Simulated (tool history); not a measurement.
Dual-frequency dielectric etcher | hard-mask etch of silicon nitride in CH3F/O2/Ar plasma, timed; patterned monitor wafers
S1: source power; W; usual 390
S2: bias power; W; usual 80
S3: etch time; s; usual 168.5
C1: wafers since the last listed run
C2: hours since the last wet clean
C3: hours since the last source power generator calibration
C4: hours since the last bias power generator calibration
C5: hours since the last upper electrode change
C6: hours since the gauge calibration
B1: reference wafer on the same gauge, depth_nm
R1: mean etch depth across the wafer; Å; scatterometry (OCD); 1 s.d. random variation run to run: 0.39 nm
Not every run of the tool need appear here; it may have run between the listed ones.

run	hour	S1	S2	S3	C1	C2	C3	C4	C5	C6	B1	R1
1	0	390	80	196	0	380.8	4870.3	2123.9	3351.7	168.3	122	1554
2	9.6	390	80	168.5	82	390.4	4879.9	2133.5	3361.3	177.9	121.9	1323
3	25.5	390	80	168.5	136	406.3	4895.8	2149.4	3377.2	193.8	121.9	1336
4	36.1	370	68	168.5	91	416.9	4906.4	2160	3387.8	204.4	122	1255
5	72	370	68	168.5	308	452.8	4942.3	2195.9	3423.7	240.3	122.1	1253
# hour 98: source power generator calibrated
# hour 98.3: bias power generator calibrated
# hour 101.9: wet clean of the chamber
6	102.4	390	80	182	193	0.5	4.4	4.1	3454.1	270.7	122.1	1450
7	107.6	390	80	182	44	5.7	9.6	9.3	3459.3	275.9	122	1459
8	123.4	390	87	168.5	135	21.5	25.4	25.1	3475.1	291.7	121.9	1373
9	136.6	390	87	168.5	113	34.7	38.6	38.3	3488.3	304.9	122	1381
10	146.3	390	87	168.5	83	44.4	48.3	48	3498	314.6	121.9	1374
11	154.1	330	71	146	67	52.2	56.1	55.8	3505.8	322.4	122.1	1065
12	169.8	390	80	119	134	67.9	71.8	71.5	3521.5	338.1	122.1	950
# hour 200.8: upper electrode replaced
13	201.3	390	69	168.5	64	99.4	103.3	103	0.5	369.6	122	1307
14	201.6	390	96	168.5	2	99.7	103.6	103.3	0.8	369.9	122	1412
15	205.3	360	91	186.5	31	103.4	107.3	107	4.5	373.6	122	1483
16	230	420	80	218.5	212	128.1	132	131.7	29.2	398.3	122	1797
17	243.6	390	80	168.5	116	141.7	145.6	145.3	42.8	411.9	122.2	1338
18	257.8	350	69	168.5	121	155.9	159.8	159.5	57	426.1	122.1	1246
19	270.9	310	72	168.5	112	169	172.9	172.6	70.1	439.2	121.9	1196
# hour 277.7: gauge calibrated
20	288.7	300	95	206	152	186.8	190.7	190.4	87.9	11	121.9	1550
21	297.1	320	95	168.5	72	195.2	199.1	198.8	96.3	19.4	122	1291
22	304.8	300	80	195.5	66	202.9	206.8	206.5	104	27.1	122.1	1404
23	315.4	480	70	189	91	213.5	217.4	217.1	114.6	37.7	121.9	1580
24	322.9	330	89	148	64	221	224.9	224.6	122.1	45.2	122.1	1138
25	338.1	330	98	143.5	130	236.2	240.1	239.8	137.3	60.4	122.1	1125
26	344.9	390	80	168.5	58	243	246.9	246.6	144.1	67.2	122.1	1339
27	352.5	370	68	168.5	65	250.6	254.5	254.2	151.7	74.8	122	1261
28	358.9	310	94	183	54	257	260.9	260.6	158.1	81.2	122.1	1383
29	365.8	390	80	168.5	59	263.9	267.8	267.5	165	88.1	122	1338
30	376.6	390	80	168.5	92	274.7	278.6	278.3	175.8	98.9	122.1	1342

Branching from run 30: 4 alternative next runs. What would each branch give?
A	377.1	390	88	168.5	4	275.2	279.1	278.8	176.3	99.4	?	?
B	377.1	420	88	168.5	4	275.2	279.1	278.8	176.3	99.4	?	?
C	377.1	360	64	189	4	275.2	279.1	278.8	176.3	99.4	?	?
D	377.1	390	80	151	4	275.2	279.1	278.8	176.3	99.4	?	?

run	B1	R1
A	121.9	1355
B	121.9	1395
C	121.9	1370
D	121.9	1187
The same runs, with their run-to-run variation unchanged, on a tool lacking any hidden condition would have given:
run	R1
A	1373
B	1413
C	1388
D	1202
